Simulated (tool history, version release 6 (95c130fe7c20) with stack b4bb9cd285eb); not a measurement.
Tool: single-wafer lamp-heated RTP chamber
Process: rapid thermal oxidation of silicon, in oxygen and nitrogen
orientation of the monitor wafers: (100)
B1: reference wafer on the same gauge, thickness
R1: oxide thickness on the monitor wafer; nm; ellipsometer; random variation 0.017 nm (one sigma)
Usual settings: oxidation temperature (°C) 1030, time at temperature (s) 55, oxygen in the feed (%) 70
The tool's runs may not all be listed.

run 1 day=0 | oxidation_temperature_(°C)=1030 time_at_temperature_(s)=55 oxygen_in_the_feed_(%)=70 | B1=7.405 | R1=6.253
-- day=0.188 pyrometer window cleaned and pyrometer calibrated
run 2 day=0.675 | oxidation_temperature_(°C)=1030 time_at_temperature_(s)=55 oxygen_in_the_feed_(%)=70 | B1=7.408 | R1=6.29
run 3 day=1.242 | oxidation_temperature_(°C)=1030 time_at_temperature_(s)=55 oxygen_in_the_feed_(%)=70 | B1=7.412 | R1=6.244
run 4 day=1.708 | oxidation_temperature_(°C)=1030 time_at_temperature_(s)=37 oxygen_in_the_feed_(%)=70 | B1=7.411 | R1=5.266
run 5 day=2.054 | oxidation_temperature_(°C)=1030 time_at_temperature_(s)=37 oxygen_in_the_feed_(%)=70 | B1=7.409 | R1=5.282
run 6 day=2.604 | oxidation_temperature_(°C)=1030 time_at_temperature_(s)=55 oxygen_in_the_feed_(%)=70 | B1=7.415 | R1=6.259
run 7 day=4.125 | oxidation_temperature_(°C)=1030 time_at_temperature_(s)=55 oxygen_in_the_feed_(%)=70 | B1=7.409 | R1=6.272
run 8 day=4.75 | oxidation_temperature_(°C)=1046 time_at_temperature_(s)=55 oxygen_in_the_feed_(%)=70 | B1=7.409 | R1=6.988
run 9 day=5.329 | oxidation_temperature_(°C)=1030 time_at_temperature_(s)=55 oxygen_in_the_feed_(%)=53 | B1=7.409 | R1=5.674
run 10 day=6.529 | oxidation_temperature_(°C)=1030 time_at_temperature_(s)=55 oxygen_in_the_feed_(%)=53 | B1=7.412 | R1=5.677
run 11 day=6.821 | oxidation_temperature_(°C)=1030 time_at_temperature_(s)=55 oxygen_in_the_feed_(%)=53 | B1=7.409 | R1=5.674
run 12 day=7.496 | oxidation_temperature_(°C)=1030 time_at_temperature_(s)=55 oxygen_in_the_feed_(%)=70 | B1=7.407 | R1=6.23
-- day=7.592 gauge calibrated
run 13 day=8.229 | oxidation_temperature_(°C)=1030 time_at_temperature_(s)=55 oxygen_in_the_feed_(%)=70 | B1=7.408 | R1=6.225
run 14 day=8.571 | oxidation_temperature_(°C)=1030 time_at_temperature_(s)=37 oxygen_in_the_feed_(%)=77 | B1=7.411 | R1=5.451
run 15 day=9.092 | oxidation_temperature_(°C)=1030 time_at_temperature_(s)=55 oxygen_in_the_feed_(%)=63 | B1=7.414 | R1=6
run 16 day=9.804 | oxidation_temperature_(°C)=1030 time_at_temperature_(s)=55 oxygen_in_the_feed_(%)=52 | B1=7.41 | R1=5.632
run 17 day=10.054 | oxidation_temperature_(°C)=1030 time_at_temperature_(s)=55 oxygen_in_the_feed_(%)=52 | B1=7.411 | R1=5.661
run 18 day=10.492 | oxidation_temperature_(°C)=1030 time_at_temperature_(s)=55 oxygen_in_the_feed_(%)=52 | B1=7.408 | R1=5.649
run 19 day=11.108 | oxidation_temperature_(°C)=1030 time_at_temperature_(s)=76 oxygen_in_the_feed_(%)=70 | B1=7.407 | R1=7.216
run 20 day=11.7 | oxidation_temperature_(°C)=1009 time_at_temperature_(s)=42 oxygen_in_the_feed_(%)=70 | B1=7.411 | R1=4.8
run 21 day=11.954 | oxidation_temperature_(°C)=1018 time_at_temperature_(s)=71 oxygen_in_the_feed_(%)=78 | B1=7.408 | R1=6.678
run 22 day=12.296 | oxidation_temperature_(°C)=1058 time_at_temperature_(s)=78 oxygen_in_the_feed_(%)=43 | B1=7.407 | R1=7.421
run 23 day=12.579 | oxidation_temperature_(°C)=1056 time_at_temperature_(s)=34 oxygen_in_the_feed_(%)=48 | B1=7.406 | R1=5.299
run 24 day=13.212 | oxidation_temperature_(°C)=1010 time_at_temperature_(s)=55 oxygen_in_the_feed_(%)=91 | B1=7.416 | R1=5.939
run 25 day=13.542 | oxidation_temperature_(°C)=1030 time_at_temperature_(s)=37 oxygen_in_the_feed_(%)=70 | B1=7.411 | R1=5.284
-- day=14.962 pyrometer window cleaned and pyrometer calibrated
run 26 day=15.146 | oxidation_temperature_(°C)=1030 time_at_temperature_(s)=55 oxygen_in_the_feed_(%)=70 | B1=7.408 | R1=6.258
-- day=15.525 oxygen flow controller replaced
run 27 day=15.596 | oxidation_temperature_(°C)=1002 time_at_temperature_(s)=28 oxygen_in_the_feed_(%)=70 | B1=7.407 | R1=3.881
run 28 day=16.171 | oxidation_temperature_(°C)=1015 time_at_temperature_(s)=70 oxygen_in_the_feed_(%)=84 | B1=7.411 | R1=6.656
run 29 day=16.567 | oxidation_temperature_(°C)=1060 time_at_temperature_(s)=35 oxygen_in_the_feed_(%)=96 | B1=7.41 | R1=7.056
run 30 day=17.221 | oxidation_temperature_(°C)=1002 time_at_temperature_(s)=55 oxygen_in_the_feed_(%)=85 | B1=7.408 | R1=5.506
run 31 day=17.792 | oxidation_temperature_(°C)=1030 time_at_temperature_(s)=68 oxygen_in_the_feed_(%)=45 | B1=7.41 | R1=5.873
run 32 day=18.312 | oxidation_temperature_(°C)=1030 time_at_temperature_(s)=37 oxygen_in_the_feed_(%)=70 | B1=7.408 | R1=5.27
run 33 day=18.571 | oxidation_temperature_(°C)=1030 time_at_temperature_(s)=55 oxygen_in_the_feed_(%)=52 | B1=7.412 | R1=5.624
run 34 day=20.038 | oxidation_temperature_(°C)=1030 time_at_temperature_(s)=55 oxygen_in_the_feed_(%)=98 | B1=7.41 | R1=7.037
run 35 day=20.542 | oxidation_temperature_(°C)=1053 time_at_temperature_(s)=78 oxygen_in_the_feed_(%)=59 | B1=7.409 | R1=8.071
run 36 day=21.25 | oxidation_temperature_(°C)=1030 time_at_temperature_(s)=55 oxygen_in_the_feed_(%)=70 | B1=7.404 | R1=6.258
run 37 day=21.608 | oxidation_temperature_(°C)=1004 time_at_temperature_(s)=31 oxygen_in_the_feed_(%)=55 | B1=7.411 | R1=3.81
run 38 day=21.975 | oxidation_temperature_(°C)=1019 time_at_temperature_(s)=55 oxygen_in_the_feed_(%)=70 | B1=7.412 | R1=5.797

Forecast each of these 3 alternatives for the next run:
run A day=21.992 | oxidation_temperature_(°C)=1030 time_at_temperature_(s)=55 oxygen_in_the_feed_(%)=70 | B1=? | R1=?
run B day=21.992 | oxidation_temperature_(°C)=1011 time_at_temperature_(s)=55 oxygen_in_the_feed_(%)=80 | B1=? | R1=?
run C day=21.992 | oxidation_temperature_(°C)=1030 time_at_temperature_(s)=48 oxygen_in_the_feed_(%)=94 | B1=? | R1=?

run=A B1=7.405 R1=6.264
run=B B1=7.405 R1=5.738
run=C B1=7.405 R1=6.546
Without the tool's hidden state the same runs would have given:
run=A R1=6.264
run=B R1=5.738
run=C R1=6.546

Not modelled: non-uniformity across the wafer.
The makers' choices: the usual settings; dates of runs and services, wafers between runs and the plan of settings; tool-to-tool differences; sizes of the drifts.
